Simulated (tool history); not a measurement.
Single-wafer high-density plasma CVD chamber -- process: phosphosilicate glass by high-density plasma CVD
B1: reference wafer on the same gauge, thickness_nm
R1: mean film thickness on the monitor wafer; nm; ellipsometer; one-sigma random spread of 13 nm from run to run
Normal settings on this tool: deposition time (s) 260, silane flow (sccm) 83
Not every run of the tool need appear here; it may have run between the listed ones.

{"run": 1, "hour": 0.0, "deposition time (s)": 260, "silane flow (sccm)": 83, "B1": 2321.445, "R1": 2158.17}
{"run": 2, "hour": 36.8, "deposition time (s)": 260, "silane flow (sccm)": 83, "B1": 2317.073, "R1": 2163.067}
{"run": 3, "hour": 105.3, "deposition time (s)": 260, "silane flow (sccm)": 83, "B1": 2319.051, "R1": 2164.404}
{"run": 4, "hour": 155.7, "deposition time (s)": 260, "silane flow (sccm)": 83, "B1": 2322.829, "R1": 2164.773}
{"run": 5, "hour": 200.4, "deposition time (s)": 260, "silane flow (sccm)": 83, "B1": 2317.462, "R1": 2170.225}
{"run": 6, "hour": 257.3, "deposition time (s)": 278, "silane flow (sccm)": 83, "B1": 2317.422, "R1": 2317.405}
{"run": 7, "hour": 332.3, "deposition time (s)": 260, "silane flow (sccm)": 91, "B1": 2324.292, "R1": 2373.847}
{"run": 8, "hour": 422.0, "deposition time (s)": 260, "silane flow (sccm)": 91, "B1": 2318.38, "R1": 2376.78}
{"run": 9, "hour": 526.4, "deposition time (s)": 260, "silane flow (sccm)": 91, "B1": 2318.399, "R1": 2361.642}
{"run": 10, "hour": 611.3, "deposition time (s)": 260, "silane flow (sccm)": 83, "B1": 2316.663, "R1": 2169.245}
{"run": 11, "hour": 668.8, "deposition time (s)": 260, "silane flow (sccm)": 83, "B1": 2316.86, "R1": 2156.809}
{"run": 12, "hour": 756.7, "deposition time (s)": 260, "silane flow (sccm)": 83, "B1": 2317.745, "R1": 2176.614}
{"run": 13, "hour": 822.6, "deposition time (s)": 223, "silane flow (sccm)": 77, "B1": 2319.149, "R1": 1710.239}
{"run": 14, "hour": 870.7, "deposition time (s)": 260, "silane flow (sccm)": 83, "B1": 2319.18, "R1": 2144.952}
{"run": 15, "hour": 929.6, "deposition time (s)": 260, "silane flow (sccm)": 83, "B1": 2317.972, "R1": 2129.095}
{"hour": 943.6, "done": "silane flow controller replaced"}
{"run": 16, "hour": 1032.4, "deposition time (s)": 260, "silane flow (sccm)": 83, "B1": 2320.458, "R1": 2364.007}
{"run": 17, "hour": 1070.4, "deposition time (s)": 260, "silane flow (sccm)": 83, "B1": 2321.902, "R1": 2338.963}
{"run": 18, "hour": 1163.5, "deposition time (s)": 260, "silane flow (sccm)": 83, "B1": 2319.318, "R1": 2327.456}
{"run": 19, "hour": 1214.7, "deposition time (s)": 260, "silane flow (sccm)": 90, "B1": 2320.335, "R1": 2523.683}
{"run": 20, "hour": 1290.5, "deposition time (s)": 260, "silane flow (sccm)": 83, "B1": 2319.829, "R1": 2345.831}
{"run": 21, "hour": 1347.3, "deposition time (s)": 280, "silane flow (sccm)": 83, "B1": 2321.805, "R1": 2525.214}
{"run": 22, "hour": 1423.2, "deposition time (s)": 260, "silane flow (sccm)": 73, "B1": 2320.228, "R1": 2059.385}
{"run": 23, "hour": 1493.1, "deposition time (s)": 301, "silane flow (sccm)": 92, "B1": 2321.031, "R1": 2962.962}
{"run": 24, "hour": 1556.5, "deposition time (s)": 242, "silane flow (sccm)": 83, "B1": 2320.675, "R1": 2163.533}
{"run": 25, "hour": 1624.3, "deposition time (s)": 311, "silane flow (sccm)": 96, "B1": 2324.833, "R1": 3240.22}
{"run": 26, "hour": 1757.0, "deposition time (s)": 221, "silane flow (sccm)": 68, "B1": 2319.121, "R1": 1619.849}
{"run": 27, "hour": 1810.1, "deposition time (s)": 260, "silane flow (sccm)": 83, "B1": 2324.101, "R1": 2311.605}
{"run": 28, "hour": 1865.8, "deposition time (s)": 260, "silane flow (sccm)": 83, "B1": 2321.322, "R1": 2313.437}
{"run": 29, "hour": 1905.6, "deposition time (s)": 216, "silane flow (sccm)": 83, "B1": 2323.786, "R1": 1913.64}
{"run": 30, "hour": 2012.4, "deposition time (s)": 237, "silane flow (sccm)": 83, "B1": 2318.698, "R1": 2116.483}
{"run": 31, "hour": 2092.4, "deposition time (s)": 239, "silane flow (sccm)": 97, "B1": 2319.777, "R1": 2514.745}
{"run": 32, "hour": 2131.6, "deposition time (s)": 221, "silane flow (sccm)": 68, "B1": 2322.974, "R1": 1604.932}
{"run": 33, "hour": 2203.0, "deposition time (s)": 235, "silane flow (sccm)": 98, "B1": 2318.859, "R1": 2464.877}
{"hour": 2246.9, "done": "gauge calibrated"}
{"run": 34, "hour": 2258.0, "deposition time (s)": 297, "silane flow (sccm)": 83, "B1": 2323.456, "R1": 2635.944}
{"run": 35, "hour": 2365.7, "deposition time (s)": 213, "silane flow (sccm)": 77, "B1": 2318.227, "R1": 1748.239}
{"run": 36, "hour": 2406.5, "deposition time (s)": 260, "silane flow (sccm)": 71, "B1": 2318.283, "R1": 1987.64}
{"run": 37, "hour": 2466.4, "deposition time (s)": 304, "silane flow (sccm)": 75, "B1": 2322.245, "R1": 2434.574}
{"run": 38, "hour": 2520.7, "deposition time (s)": 297, "silane flow (sccm)": 89, "B1": 2320.51, "R1": 2831.097}
{"run": 39, "hour": 2593.8, "deposition time (s)": 260, "silane flow (sccm)": 83, "B1": 2321.033, "R1": 2306.925}
{"run": 40, "hour": 2641.7, "deposition time (s)": 214, "silane flow (sccm)": 95, "B1": 2321.184, "R1": 2163.048}
{"run": 41, "hour": 2702.8, "deposition time (s)": 306, "silane flow (sccm)": 92, "B1": 2318.367, "R1": 3026.275}
{"run": 42, "hour": 2779.9, "deposition time (s)": 302, "silane flow (sccm)": 83, "B1": 2321.949, "R1": 2657.06}
{"run": 43, "hour": 2827.6, "deposition time (s)": 285, "silane flow (sccm)": 70, "B1": 2321.515, "R1": 2120.262}
{"run": 44, "hour": 2899.3, "deposition time (s)": 260, "silane flow (sccm)": 83, "B1": 2316.749, "R1": 2296.42}

Consider 4 possible next runs. They are alternatives, not a sequence: every one starts from the tool as it was left by run 44. What does each give?
{"run": "A", "hour": 2899.8, "deposition time (s)": 260, "silane flow (sccm)": 83, "B1": "?", "R1": "?"}
{"run": "B", "hour": 2899.8, "deposition time (s)": 210, "silane flow (sccm)": 83, "B1": "?", "R1": "?"}
{"run": "C", "hour": 2899.8, "deposition time (s)": 232, "silane flow (sccm)": 89, "B1": "?", "R1": "?"}
{"run": "D", "hour": 2899.8, "deposition time (s)": 233, "silane flow (sccm)": 83, "B1": "?", "R1": "?"}

run=A B1=2314.336 R1=2274.073
run=B B1=2314.336 R1=1836.751
run=C B1=2314.336 R1=2175.86
run=D B1=2314.336 R1=2037.919
Had the tool no hidden state, the same runs would have come out as:
run=A R1=2304.514
run=B R1=1861.338
run=C R1=2204.986
run=D R1=2065.199
